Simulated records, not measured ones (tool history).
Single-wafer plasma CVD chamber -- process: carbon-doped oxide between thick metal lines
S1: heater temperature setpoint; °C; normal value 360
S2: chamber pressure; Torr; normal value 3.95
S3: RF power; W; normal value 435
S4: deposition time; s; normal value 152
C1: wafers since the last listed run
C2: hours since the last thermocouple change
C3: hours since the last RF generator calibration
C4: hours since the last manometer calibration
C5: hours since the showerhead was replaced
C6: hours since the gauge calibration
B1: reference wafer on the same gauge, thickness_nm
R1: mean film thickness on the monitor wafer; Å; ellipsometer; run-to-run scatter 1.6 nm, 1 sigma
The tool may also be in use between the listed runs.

run    hour   S1    S2   S3   S4    C1      C2      C3      C4      C5      C6       B1       R1
  1     0.0  360  3.95  435  152     0   412.8   304.7   932.0  4759.9   431.5  826.011  6940.47
  2    92.8  360  3.95  435  152   691   505.6   397.5  1024.8  4852.7   524.3  825.899  6877.77
  3   184.4  360  3.95  435  152   682   597.2   489.1  1116.4  4944.3   615.9  826.439  6904.07
  4   244.1  360  3.95  435  152   444   656.9   548.8  1176.1  5004.0   675.6  825.851  6918.69
  5   330.9  360  4.35  435  152   646   743.7   635.6  1262.9  5090.8   762.4  825.869  6995.92
  6   389.8  360  4.35  435  152   438   802.6   694.5  1321.8  5149.7   821.3  826.457  6999.41
  7   475.7  360  3.95  485  139   640   888.5   780.4  1407.7  5235.6   907.2  826.578  6803.37
  8   543.8  360  3.95  435  152   507   956.6   848.5  1475.8  5303.7   975.3  825.772  6940.73
      619.3  -- thermocouple changed; heater temperature recalibrated
  9   624.3  360  3.95  435  152   540     5.0   929.0  1556.3  5384.2  1055.8  826.130  6864.38
 10   725.2  360  3.95  435  152   751   105.9  1029.9  1657.2  5485.1  1156.7  826.031  6879.22
 11   793.8  360  3.39  435  152   511   174.5  1098.5  1725.8  5553.7  1225.3  826.379  6765.12
 12   873.2  360  3.95  435  152   591   253.9  1177.9  1805.2  5633.1  1304.7  825.756  6841.88
      893.1  -- gauge calibrated
 13   952.1  360  3.95  435  152   587   332.8  1256.8  1884.1  5712.0    59.0  825.926  6864.68
 14  1015.1  360  3.95  435  152   469   395.8  1319.8  1947.1  5775.0   122.0  825.494  6886.69
     1050.4  -- capacitance manometer re-zeroed and calibrated
 15  1084.4  360  4.35  435  152   456   465.1  1389.1    34.0  5844.3   191.3  826.124  6968.96
 16  1182.9  360  3.50  460  139   733   563.6  1487.6   132.5  5942.8   289.8  825.480  6433.89
 17  1461.6  360  3.95  435  152  2076   842.3  1766.3   411.2  6221.5   568.5  825.827  6901.70
     1523.6  -- RF generator calibrated
     1531.7  -- showerhead replaced
 18  1532.2  360  3.66  435  170   406   912.9     8.6   481.8     0.5   639.1  825.738  7780.81
 19  1586.1  349  3.95  435  138   401   966.8    62.5   535.7    54.4   693.0  825.814  6543.55
 20  1690.5  360  3.95  435  152   777  1071.2   166.9   640.1   158.8   797.4  826.185  7029.15
 21  1731.9  360  3.95  435  152   308  1112.6   208.3   681.5   200.2   838.8  826.305  7051.65
     1759.2  -- thermocouple changed; heater temperature recalibrated
 22  1801.4  360  3.95  435  152   458    42.2   277.8   751.0   269.7   908.3  825.816  6938.00
 23  1839.2  360  3.95  485  163   281    80.0   315.6   788.8   307.5   946.1  825.994  8009.32
 24  1896.3  360  3.32  435  152   425   137.1   372.7   845.9   364.6  1003.2  826.223  6782.24
 25  1994.1  360  3.95  370  181   728   234.9   470.5   943.7   462.4  1101.0  826.067  7356.55
 26  2036.1  360  3.43  400  132   312   276.9   512.5   985.7   504.4  1143.0  825.960  5598.58
 27  2127.3  360  3.95  435  152   679   368.1   603.7  1076.9   595.6  1234.2  826.042  6929.80
 28  2224.4  360  4.29  375  178   723   465.2   700.8  1174.0   692.7  1331.3  826.069  7346.40
 29  2281.2  360  3.95  355  152   423   522.0   757.6  1230.8   749.5  1388.1  825.899  5936.65

Predict each of these 3 candidate next runs independently; none follows another, all start after run 29:
  A  2281.6  360  3.95  435  152   2  522.4  758.0  1231.2  749.9  1388.5   ?   ?
  B  2281.6  360  4.67  435  152   2  522.4  758.0  1231.2  749.9  1388.5   ?   ?
  C  2281.6  371  2.99  435  152   2  522.4  758.0  1231.2  749.9  1388.5   ?   ?

run       B1       R1
  A  825.628  6916.70
  B  825.628  7059.23
  C  825.628  6582.30
Without the tool's unlogged condition, the same runs would have read:
run       R1
  A  6987.08
  B  7131.05
  C  6651.41
